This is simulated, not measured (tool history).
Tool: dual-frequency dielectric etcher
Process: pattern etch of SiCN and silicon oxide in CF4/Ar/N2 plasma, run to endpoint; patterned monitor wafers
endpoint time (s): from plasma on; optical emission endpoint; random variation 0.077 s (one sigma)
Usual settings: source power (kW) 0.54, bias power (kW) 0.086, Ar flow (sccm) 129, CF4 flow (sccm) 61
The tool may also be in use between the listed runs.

| run | day | source power (kW) | bias power (kW) | Ar flow (sccm) | CF4 flow (sccm) | incoming incoming film thickness, nm | endpoint time (s) |
|---|---|---|---|---|---|---|---|
| 1 | 0 | 0.54 | 0.086 | 129 | 61 | 11.39 | 11.1 |
| 2 | 0.562 | 0.54 | 0.086 | 129 | 51 | 11.42 | 11.7 |
| 3 | 1.938 | 0.54 | 0.086 | 115 | 61 | 11.34 | 10.9 |
| 4 | 3.196 | 0.54 | 0.086 | 129 | 61 | 11.37 | 11.6 |
| 5 | 7.358 | 0.54 | 0.086 | 129 | 61 | 11.4 | 11.3 |
| 6 | 8.538 | 0.54 | 0.086 | 129 | 54 | 11.38 | 11.7 |
| 7 | 9.175 | 0.54 | 0.086 | 129 | 61 | 11.4 | 11.5 |
| 8 | 10.554 | 0.54 | 0.097 | 129 | 61 | 11.42 | 11 |
| 9 | 11.262 | 0.44 | 0.104 | 129 | 61 | 11.49 | 12.4 |
| 10 | 11.825 | 0.54 | 0.086 | 129 | 50 | 11.36 | 12 |
| 11 | 12.433 | 0.54 | 0.077 | 155 | 61 | 11.33 | 12.1 |
| 12 | 13.033 | 0.54 | 0.086 | 129 | 71 | 11.37 | 11 |
| 13 | 14.042 | 0.58 | 0.086 | 129 | 61 | 11.41 | 10.8 |
| 14 | 14.771 | 0.54 | 0.086 | 129 | 61 | 11.33 | 11.3 |
| 15 | 15.988 | 0.54 | 0.086 | 129 | 54 | 11.5 | 11.8 |
| 16 | 16.075 | 0.54 | 0.086 | 129 | 52 | 11.37 | 12 |
| 17 | 16.662 | 0.54 | 0.086 | 129 | 66 | 11.41 | 11.1 |
| 18 | 17.171 | 0.54 | 0.086 | 129 | 61 | 11.46 | 11.5 |
| 19 | 18.454 | 0.54 | 0.086 | 129 | 61 | 11.4 | 11.3 |
| 20 | 19.783 | 0.54 | 0.086 | 129 | 73 | 11.38 | 10.9 |
| 21 | 21.067 | 0.62 | 0.086 | 141 | 65 | 11.42 | 10.3 |
| 22 | 22.542 | 0.58 | 0.086 | 129 | 61 | 11.4 | 10.7 |
| 23 | 24 | 0.54 | 0.086 | 129 | 70 | 11.35 | 11 |
| 24 | 24.646 | 0.45 | 0.078 | 103 | 61 | 11.4 | 12.9 |
| 25 | 25.254 | 0.67 | 0.086 | 129 | 61 | 11.45 | 9.7 |

Taken out of this log: 6 entries between the listed runs. Where each belongs, and how the hidden state differs across it:
Between runs 3 and 4: source power generator calibrated (day 3.1)
  source power that arrives over what is set, %: 4.46 -> 0.654
  measured less the result without the state, endpoint time (s): -0.3 -> -0.1
Between runs 4 and 5: bias power generator calibrated (day 6.158); upper electrode replaced (day 6.658)
  source power that arrives over what is set, %: 0.654 -> 0.982
  measured less the result without the state, endpoint time (s): -0.1 -> -0.1
Between runs 12 and 13: Ar flow controller replaced (day 13.371)
  source power that arrives over what is set, %: 1.43 -> 1.51
  measured less the result without the state, endpoint time (s): -0.1 -> -0.2
Between runs 14 and 15: CF4 flow controller replaced (day 15.875); wet clean of the chamber (day 15.967)
  source power that arrives over what is set, %: 1.57 -> 1.66
  measured less the result without the state, endpoint time (s): -0.1 -> -0.2
